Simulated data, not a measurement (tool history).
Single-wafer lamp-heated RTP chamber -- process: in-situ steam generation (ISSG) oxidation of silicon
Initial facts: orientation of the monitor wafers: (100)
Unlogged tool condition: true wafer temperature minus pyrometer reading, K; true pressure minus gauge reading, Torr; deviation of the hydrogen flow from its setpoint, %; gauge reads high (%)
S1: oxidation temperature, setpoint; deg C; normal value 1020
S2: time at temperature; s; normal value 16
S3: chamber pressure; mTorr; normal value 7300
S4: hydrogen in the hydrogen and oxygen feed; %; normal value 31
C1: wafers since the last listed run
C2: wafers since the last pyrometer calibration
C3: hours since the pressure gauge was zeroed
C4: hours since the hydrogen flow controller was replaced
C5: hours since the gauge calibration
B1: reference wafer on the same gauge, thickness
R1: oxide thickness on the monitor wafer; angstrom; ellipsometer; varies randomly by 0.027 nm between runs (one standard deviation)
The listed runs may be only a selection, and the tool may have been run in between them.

run,hour,S1,S2,S3,S4,C1,C2,C3,C4,C5,B1,R1
1,0.0,1020,11,7300,31,0,1666,2355.9,6759.3,266.8,7.488,54.41
2,24.7,1020,11,7300,31,243,1910,2380.6,6784.0,291.5,7.458,54.49
# hour 47.1: pyrometer window cleaned and pyrometer calibrated
3,47.6,1020,11,7300,31,146,4,2403.5,6806.9,314.4,7.498,53.31
4,56.7,1020,16,7300,31,89,94,2412.6,6816.0,323.5,7.463,62.60
5,88.0,1020,16,7300,31,308,402,2443.9,6847.3,354.8,7.475,63.19
6,103.4,1020,16,7900,31,151,554,2459.3,6862.7,370.2,7.481,63.13
7,120.9,1020,16,7300,31,172,727,2476.8,6880.2,387.7,7.487,63.17
8,135.1,1020,16,7300,31,139,867,2491.0,6894.4,401.9,7.476,63.52
9,151.6,1020,16,7300,31,162,1029,2507.5,6910.9,418.4,7.493,63.24
10,164.5,1020,16,6900,31,127,1156,2520.4,6923.8,431.3,7.485,63.77
11,198.1,1007,16,7300,31,331,1488,2554.0,6957.4,464.9,7.470,60.88
12,231.8,1007,16,7300,31,332,1820,2587.7,6991.1,498.6,7.486,61.15
# hour 244.8: gauge calibrated
# hour 262.2: pyrometer window cleaned and pyrometer calibrated
13,262.7,1007,16,7300,31,225,4,2618.6,7022.0,17.9,7.481,59.54
14,274.2,1020,16,7300,31,113,118,2630.1,7033.5,29.4,7.483,63.39
15,295.1,1020,16,7300,31,206,324,2651.0,7054.4,50.3,7.478,63.27
16,313.5,1020,16,7300,31,181,505,2669.4,7072.8,68.7,7.491,62.90
17,330.8,1036,16,6900,31,170,676,2686.7,7090.1,86.0,7.486,68.80
# hour 347.9: hydrogen flow controller replaced
18,348.4,1029,14,7300,31,94,770,2704.3,0.5,103.6,7.475,61.80
19,378.0,1020,16,7300,31,291,1062,2733.9,30.1,133.2,7.481,63.63
20,409.5,1005,22,8700,27,310,1373,2765.4,61.6,164.7,7.468,66.03
# hour 426.4: pressure gauge zeroed
21,427.1,1028,16,6900,31,94,1467,0.7,79.2,182.3,7.472,66.75
# hour 445.7: pyrometer window cleaned and pyrometer calibrated
22,461.7,1020,22,7300,24,262,157,35.3,113.8,216.9,7.479,68.74
23,492.5,1020,18,8700,31,303,461,66.1,144.6,247.7,7.474,65.60
24,509.8,1005,20,7800,32,170,631,83.4,161.9,265.0,7.499,66.41
25,540.3,1033,20,8000,31,300,932,113.9,192.4,295.5,7.480,75.65
26,555.3,1020,22,7300,31,147,1080,128.9,207.4,310.5,7.471,74.40
27,582.7,1020,18,6900,31,270,1350,156.3,234.8,337.9,7.472,68.09
28,597.8,1007,11,8000,27,148,1499,171.4,249.9,353.0,7.476,49.76

Each row is a separate what-if for the run after 28, all from the same tool condition, not one after another. Results?
A,598.2,1014,16,7300,31,3,1503,171.8,250.3,353.4,?,?
B,598.2,1034,19,7800,32,3,1503,171.8,250.3,353.4,?,?
C,598.2,1040,16,7300,31,3,1503,171.8,250.3,353.4,?,?

run,B1,R1
A,7.487,62.50
B,7.487,75.05
C,7.487,70.59
What these runs would have given with no unlogged condition in the tool:
run,R1
A,61.04
B,72.98
C,68.67
